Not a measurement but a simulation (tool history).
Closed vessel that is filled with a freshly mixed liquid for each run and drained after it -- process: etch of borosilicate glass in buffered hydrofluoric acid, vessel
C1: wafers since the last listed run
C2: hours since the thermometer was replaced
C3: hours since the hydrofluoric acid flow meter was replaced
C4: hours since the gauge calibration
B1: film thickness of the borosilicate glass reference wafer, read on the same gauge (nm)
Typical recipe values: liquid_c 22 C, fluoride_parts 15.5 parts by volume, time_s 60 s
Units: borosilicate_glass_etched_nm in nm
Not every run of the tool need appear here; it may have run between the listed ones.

run 1 hour=0 | liquid_c=22 fluoride_parts=15.5 time_s=60 | C1=0 C2=1261.5 C3=227.5 C4=478.9 | B1=130.01 | borosilicate_glass_etched_nm=45.99
run 2 hour=159.8 | liquid_c=22 fluoride_parts=15.5 time_s=60 | C1=10010 C2=1421.3 C3=387.3 C4=638.7 | B1=130.03 | borosilicate_glass_etched_nm=46.28
run 3 hour=219.4 | liquid_c=22 fluoride_parts=15.5 time_s=60 | C1=3733 C2=1480.9 C3=446.9 C4=698.3 | B1=129.99 | borosilicate_glass_etched_nm=46.31
run 4 hour=267.4 | liquid_c=22 fluoride_parts=15.5 time_s=60 | C1=3006 C2=1528.9 C3=494.9 C4=746.3 | B1=130.02 | borosilicate_glass_etched_nm=47.18
-- hour=288.8 gauge calibrated
run 5 hour=308 | liquid_c=22 fluoride_parts=15.5 time_s=60 | C1=2543 C2=1569.5 C3=535.5 C4=19.2 | B1=129.98 | borosilicate_glass_etched_nm=47.11
run 6 hour=376.8 | liquid_c=22 fluoride_parts=15.5 time_s=60 | C1=4309 C2=1638.3 C3=604.3 C4=88 | B1=130.02 | borosilicate_glass_etched_nm=47.06
run 7 hour=421.3 | liquid_c=22 fluoride_parts=15.5 time_s=60 | C1=2787 C2=1682.8 C3=648.8 C4=132.5 | B1=129.97 | borosilicate_glass_etched_nm=47.59
run 8 hour=475.8 | liquid_c=22 fluoride_parts=15.5 time_s=60 | C1=3414 C2=1737.3 C3=703.3 C4=187 | B1=130.03 | borosilicate_glass_etched_nm=47.77
run 9 hour=547 | liquid_c=19 fluoride_parts=15.5 time_s=60 | C1=4460 C2=1808.5 C3=774.5 C4=258.2 | B1=130 | borosilicate_glass_etched_nm=40.36
run 10 hour=611.3 | liquid_c=19 fluoride_parts=11 time_s=60 | C1=4027 C2=1872.8 C3=838.8 C4=322.5 | B1=130 | borosilicate_glass_etched_nm=57.33
run 11 hour=682.4 | liquid_c=22 fluoride_parts=20 time_s=70 | C1=4453 C2=1943.9 C3=909.9 C4=393.6 | B1=129.98 | borosilicate_glass_etched_nm=43.73
run 12 hour=723 | liquid_c=22 fluoride_parts=15.5 time_s=60 | C1=2543 C2=1984.5 C3=950.5 C4=434.2 | B1=130 | borosilicate_glass_etched_nm=48.57
run 13 hour=772 | liquid_c=22 fluoride_parts=15.5 time_s=60 | C1=3069 C2=2033.5 C3=999.5 C4=483.2 | B1=129.97 | borosilicate_glass_etched_nm=47.71
run 14 hour=830.9 | liquid_c=22 fluoride_parts=12.5 time_s=60 | C1=3689 C2=2092.4 C3=1058.4 C4=542.1 | B1=130.01 | borosilicate_glass_etched_nm=59.81
run 15 hour=896.5 | liquid_c=19.5 fluoride_parts=17.5 time_s=70 | C1=4109 C2=2158 C3=1124 C4=607.7 | B1=130 | borosilicate_glass_etched_nm=43.49
run 16 hour=923 | liquid_c=22 fluoride_parts=15.5 time_s=60 | C1=1660 C2=2184.5 C3=1150.5 C4=634.2 | B1=129.98 | borosilicate_glass_etched_nm=48.48
-- hour=992.2 thermometer replaced
-- hour=994.2 hydrofluoric acid flow meter replaced
run 17 hour=994.7 | liquid_c=18 fluoride_parts=15.5 time_s=35 | C1=4366 C2=2.5 C3=0.5 C4=705.9 | B1=129.99 | borosilicate_glass_etched_nm=20.09
run 18 hour=1022 | liquid_c=22 fluoride_parts=12 time_s=60 | C1=1710 C2=29.8 C3=27.8 C4=733.2 | B1=129.94 | borosilicate_glass_etched_nm=54.51
run 19 hour=1081 | liquid_c=22 fluoride_parts=15.5 time_s=60 | C1=3695 C2=88.8 C3=86.8 C4=792.2 | B1=130.06 | borosilicate_glass_etched_nm=42.65
-- hour=1090 gauge calibrated
run 20 hour=1114.1 | liquid_c=19.5 fluoride_parts=15.5 time_s=60 | C1=2073 C2=121.9 C3=119.9 C4=24.1 | B1=129.97 | borosilicate_glass_etched_nm=37.59
run 21 hour=1178.2 | liquid_c=22 fluoride_parts=15.5 time_s=60 | C1=4015 C2=186 C3=184 C4=88.2 | B1=130.02 | borosilicate_glass_etched_nm=43.2
run 22 hour=1207.6 | liquid_c=27 fluoride_parts=14 time_s=90 | C1=1841 C2=215.4 C3=213.4 C4=117.6 | B1=129.98 | borosilicate_glass_etched_nm=92.57
run 23 hour=1270.4 | liquid_c=26.5 fluoride_parts=18.5 time_s=35 | C1=3934 C2=278.2 C3=276.2 C4=180.4 | B1=130 | borosilicate_glass_etched_nm=26.55
run 24 hour=1299.7 | liquid_c=22 fluoride_parts=15.5 time_s=35 | C1=1835 C2=307.5 C3=305.5 C4=209.7 | B1=129.98 | borosilicate_glass_etched_nm=25.12
run 25 hour=1323.9 | liquid_c=17.5 fluoride_parts=15.5 time_s=60 | C1=1515 C2=331.7 C3=329.7 C4=233.9 | B1=130 | borosilicate_glass_etched_nm=33.73
run 26 hour=1368.5 | liquid_c=23.5 fluoride_parts=15.5 time_s=60 | C1=2793 C2=376.3 C3=374.3 C4=278.5 | B1=129.99 | borosilicate_glass_etched_nm=47.54
run 27 hour=1434.2 | liquid_c=25 fluoride_parts=11.5 time_s=60 | C1=4115 C2=442 C3=440 C4=344.2 | B1=130.01 | borosilicate_glass_etched_nm=69.15

What if the next run were any one of these 3? Each begins from the tool's condition after run 27:
run A hour=1434.9 | liquid_c=22 fluoride_parts=15.5 time_s=75 | C1=43 C2=442.7 C3=440.7 C4=344.9 | B1=? | borosilicate_glass_etched_nm=?
run B hour=1434.9 | liquid_c=25.5 fluoride_parts=15.5 time_s=60 | C1=43 C2=442.7 C3=440.7 C4=344.9 | B1=? | borosilicate_glass_etched_nm=?
run C hour=1434.9 | liquid_c=18.5 fluoride_parts=15.5 time_s=60 | C1=43 C2=442.7 C3=440.7 C4=344.9 | B1=? | borosilicate_glass_etched_nm=?

run=A B1=130.01 borosilicate_glass_etched_nm=54.7
run=B B1=130.01 borosilicate_glass_etched_nm=52.78
run=C B1=130.01 borosilicate_glass_etched_nm=36.14
The same runs, with their run-to-run variation unchanged, on a tool lacking any hidden condition would have given:
run=A borosilicate_glass_etched_nm=52.72
run=B borosilicate_glass_etched_nm=50.91
run=C borosilicate_glass_etched_nm=34.8
